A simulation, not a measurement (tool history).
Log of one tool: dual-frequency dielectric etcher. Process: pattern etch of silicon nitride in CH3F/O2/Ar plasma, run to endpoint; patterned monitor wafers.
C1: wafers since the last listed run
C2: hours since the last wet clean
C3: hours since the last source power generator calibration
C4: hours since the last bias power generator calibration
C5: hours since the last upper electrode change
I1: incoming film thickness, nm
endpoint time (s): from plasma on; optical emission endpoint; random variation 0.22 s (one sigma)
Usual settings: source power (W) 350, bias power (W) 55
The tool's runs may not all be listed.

{"run": 1, "hour": 0.0, "source power (W)": 390, "bias power (W)": 55, "C1": 0, "C2": 642, "C3": 1676.6, "C4": 4239.4, "C5": 3223.2, "I1": 27.65, "endpoint time (s)": 41.8}
{"hour": 30.9, "done": "wet clean of the chamber"}
{"run": 2, "hour": 58.1, "source power (W)": 350, "bias power (W)": 55, "C1": 431, "C2": 27.2, "C3": 1734.7, "C4": 4297.5, "C5": 3281.3, "I1": 27.57, "endpoint time (s)": 46.2}
{"run": 3, "hour": 83.1, "source power (W)": 350, "bias power (W)": 55, "C1": 316, "C2": 52.2, "C3": 1759.7, "C4": 4322.5, "C5": 3306.3, "I1": 27.87, "endpoint time (s)": 46.1}
{"hour": 281.7, "done": "upper electrode replaced"}
{"run": 4, "hour": 282.2, "source power (W)": 350, "bias power (W)": 55, "C1": 2214, "C2": 251.3, "C3": 1958.8, "C4": 4521.6, "C5": 0.5, "I1": 27.61, "endpoint time (s)": 44.8}
{"run": 5, "hour": 337.6, "source power (W)": 370, "bias power (W)": 55, "C1": 700, "C2": 306.7, "C3": 2014.2, "C4": 4577, "C5": 55.9, "I1": 27.82, "endpoint time (s)": 43.9}
{"hour": 380.6, "done": "source power generator calibrated"}
{"run": 6, "hour": 404.6, "source power (W)": 370, "bias power (W)": 55, "C1": 796, "C2": 373.7, "C3": 24, "C4": 4644, "C5": 122.9, "I1": 27.77, "endpoint time (s)": 43.4}
{"hour": 439.7, "done": "bias power generator calibrated"}
{"run": 7, "hour": 447.5, "source power (W)": 370, "bias power (W)": 55, "C1": 491, "C2": 416.6, "C3": 66.9, "C4": 7.8, "C5": 165.8, "I1": 27.78, "endpoint time (s)": 43.7}
{"run": 8, "hour": 508.3, "source power (W)": 420, "bias power (W)": 55, "C1": 768, "C2": 477.4, "C3": 127.7, "C4": 68.6, "C5": 226.6, "I1": 27.65, "endpoint time (s)": 40.4}
{"run": 9, "hour": 533.8, "source power (W)": 380, "bias power (W)": 41, "C1": 322, "C2": 502.9, "C3": 153.2, "C4": 94.1, "C5": 252.1, "I1": 27.77, "endpoint time (s)": 46.3}
{"hour": 613.3, "done": "wet clean of the chamber"}
{"run": 10, "hour": 613.8, "source power (W)": 280, "bias power (W)": 43, "C1": 708, "C2": 0.5, "C3": 233.2, "C4": 174.1, "C5": 332.1, "I1": 27.82, "endpoint time (s)": 56.1}
{"run": 11, "hour": 623.0, "source power (W)": 280, "bias power (W)": 69, "C1": 116, "C2": 9.7, "C3": 242.4, "C4": 183.3, "C5": 341.3, "I1": 27.72, "endpoint time (s)": 47.9}
{"run": 12, "hour": 692.1, "source power (W)": 440, "bias power (W)": 63, "C1": 873, "C2": 78.8, "C3": 311.5, "C4": 252.4, "C5": 410.4, "I1": 27.84, "endpoint time (s)": 39.3}
{"run": 13, "hour": 754.8, "source power (W)": 440, "bias power (W)": 63, "C1": 792, "C2": 141.5, "C3": 374.2, "C4": 315.1, "C5": 473.1, "I1": 27.7, "endpoint time (s)": 39.2}
{"run": 14, "hour": 784.7, "source power (W)": 350, "bias power (W)": 55, "C1": 378, "C2": 171.4, "C3": 404.1, "C4": 345, "C5": 503, "I1": 27.82, "endpoint time (s)": 45.4}
{"run": 15, "hour": 846.3, "source power (W)": 350, "bias power (W)": 55, "C1": 778, "C2": 233, "C3": 465.7, "C4": 406.6, "C5": 564.6, "I1": 27.87, "endpoint time (s)": 45.2}
{"run": 16, "hour": 902.6, "source power (W)": 320, "bias power (W)": 45, "C1": 711, "C2": 289.3, "C3": 522, "C4": 462.9, "C5": 620.9, "I1": 27.85, "endpoint time (s)": 49.9}

Forecast each of these 5 alternatives for the next run:
{"run": "A", "hour": 903.0, "source power (W)": 350, "bias power (W)": 55, "C1": 5, "C2": 289.7, "C3": 522.4, "C4": 463.3, "C5": 621.3, "I1": 27.87, "endpoint time (s)": "?"}
{"run": "B", "hour": 903.0, "source power (W)": 310, "bias power (W)": 43, "C1": 5, "C2": 289.7, "C3": 522.4, "C4": 463.3, "C5": 621.3, "I1": 27.87, "endpoint time (s)": "?"}
{"run": "C", "hour": 903.0, "source power (W)": 430, "bias power (W)": 48, "C1": 5, "C2": 289.7, "C3": 522.4, "C4": 463.3, "C5": 621.3, "I1": 27.87, "endpoint time (s)": "?"}
{"run": "D", "hour": 903.0, "source power (W)": 430, "bias power (W)": 55, "C1": 5, "C2": 289.7, "C3": 522.4, "C4": 463.3, "C5": 621.3, "I1": 27.87, "endpoint time (s)": "?"}
{"run": "E", "hour": 903.0, "source power (W)": 410, "bias power (W)": 44, "C1": 5, "C2": 289.7, "C3": 522.4, "C4": 463.3, "C5": 621.3, "I1": 27.87, "endpoint time (s)": "?"}

run=A endpoint_time_(s)=45.3
run=B endpoint_time_(s)=51.8
run=C endpoint_time_(s)=42.5
run=D endpoint_time_(s)=40.9
run=E endpoint_time_(s)=44.6
Without the tool's hidden state the same runs would have given:
run=A endpoint_time_(s)=46.3
run=B endpoint_time_(s)=52.9
run=C endpoint_time_(s)=43.4
run=D endpoint_time_(s)=41.8
run=E endpoint_time_(s)=45.5

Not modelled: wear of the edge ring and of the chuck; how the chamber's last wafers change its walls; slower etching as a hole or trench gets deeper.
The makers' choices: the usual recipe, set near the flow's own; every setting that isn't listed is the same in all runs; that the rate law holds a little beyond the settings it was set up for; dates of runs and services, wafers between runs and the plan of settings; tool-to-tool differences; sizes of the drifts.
